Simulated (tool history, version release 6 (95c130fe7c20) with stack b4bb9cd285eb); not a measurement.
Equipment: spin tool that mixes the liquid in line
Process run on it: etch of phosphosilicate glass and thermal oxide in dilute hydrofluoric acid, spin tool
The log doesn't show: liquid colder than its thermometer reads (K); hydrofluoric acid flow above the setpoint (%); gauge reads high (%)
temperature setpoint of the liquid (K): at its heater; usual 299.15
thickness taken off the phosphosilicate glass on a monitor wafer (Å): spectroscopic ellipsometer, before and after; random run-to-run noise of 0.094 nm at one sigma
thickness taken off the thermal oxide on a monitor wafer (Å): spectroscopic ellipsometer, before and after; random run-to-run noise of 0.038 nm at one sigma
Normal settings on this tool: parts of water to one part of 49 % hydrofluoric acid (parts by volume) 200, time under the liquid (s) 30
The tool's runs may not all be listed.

| run | hour | temperature setpoint of the liquid (K) | parts of water to one part of 49 % hydrofluoric acid (parts by volume) | time under the liquid (s) | wafers since the last listed run | hours since the thermometer was replaced | hours since the hydrofluoric acid flow meter was replaced | hours since the gauge calibration | read-back film thickness of the phosphosilicate glass reference wafer, read on the same gauge (nm) | read-back film thickness of the thermal oxide reference wafer, read on the same gauge (nm) | thickness taken off the phosphosilicate glass on a monitor wafer (Å) | thickness taken off the thermal oxide on a monitor wafer (Å) |
|---|---|---|---|---|---|---|---|---|---|---|---|---|
| 1 | 0.0 | 299.15 | 225 | 30 | 0 | 1454.8 | 270.2 | 55.9 | 120.30 | 140.257 | 273.0 | 5.43 |
| 2 | 27.3 | 297.15 | 200 | 30 | 298 | 1482.1 | 297.5 | 83.2 | 120.45 | 140.441 | 290.9 | 6.25 |
| 3 | 58.3 | 297.15 | 200 | 30 | 339 | 1513.1 | 328.5 | 114.2 | 120.53 | 140.701 | 292.8 | 5.61 |
| 4 | 85.6 | 299.15 | 200 | 30 | 298 | 1540.4 | 355.8 | 141.5 | 120.69 | 140.822 | 316.9 | 7.41 |
| 5 | 105.9 | 299.15 | 200 | 30 | 222 | 1560.7 | 376.1 | 161.8 | 120.77 | 140.897 | 317.4 | 6.49 |
| 6 | 132.8 | 299.15 | 200 | 30 | 294 | 1587.6 | 403.0 | 188.7 | 120.93 | 141.085 | 316.7 | 6.61 |
| 7 | 148.0 | 299.15 | 200 | 20 | 166 | 1602.8 | 418.2 | 203.9 | 120.97 | 141.169 | 211.6 | 4.29 |
|  | 160.6 | thermometer replaced |
| 8 | 178.6 | 299.15 | 200 | 45 | 323 | 18.0 | 448.8 | 234.5 | 121.11 | 141.344 | 478.3 | 9.40 |
| 9 | 194.7 | 299.15 | 200 | 30 | 176 | 34.1 | 464.9 | 250.6 | 121.20 | 141.364 | 316.3 | 6.05 |
|  | 196.5 | gauge calibrated |
| 10 | 217.0 | 299.15 | 200 | 30 | 243 | 56.4 | 487.2 | 20.5 | 120.10 | 140.126 | 314.1 | 6.71 |
|  | 244.2 | hydrofluoric acid flow meter replaced |
| 11 | 246.5 | 299.15 | 200 | 30 | 311 | 85.9 | 2.3 | 50.0 | 120.25 | 140.272 | 315.6 | 7.07 |

Estimate the outcome of run 12 from the log above:
| 12 | 275.2 | 302.15 | 165 | 35 | 313 | 114.6 | 31.0 | 78.7 | ? | ? | ? | ? |

read-back film thickness of the phosphosilicate glass reference wafer, read on the same gauge (nm): 120.36
read-back film thickness of the thermal oxide reference wafer, read on the same gauge (nm): 140.408
thickness taken off the phosphosilicate glass on a monitor wafer (Å): 516.2
thickness taken off the thermal oxide on a monitor wafer (Å): 11.53
With no hidden state in the tool, this same run would have given thickness taken off the phosphosilicate glass on a monitor wafer (Å) 514.8, thickness taken off the thermal oxide on a monitor wafer (Å) 11.49.

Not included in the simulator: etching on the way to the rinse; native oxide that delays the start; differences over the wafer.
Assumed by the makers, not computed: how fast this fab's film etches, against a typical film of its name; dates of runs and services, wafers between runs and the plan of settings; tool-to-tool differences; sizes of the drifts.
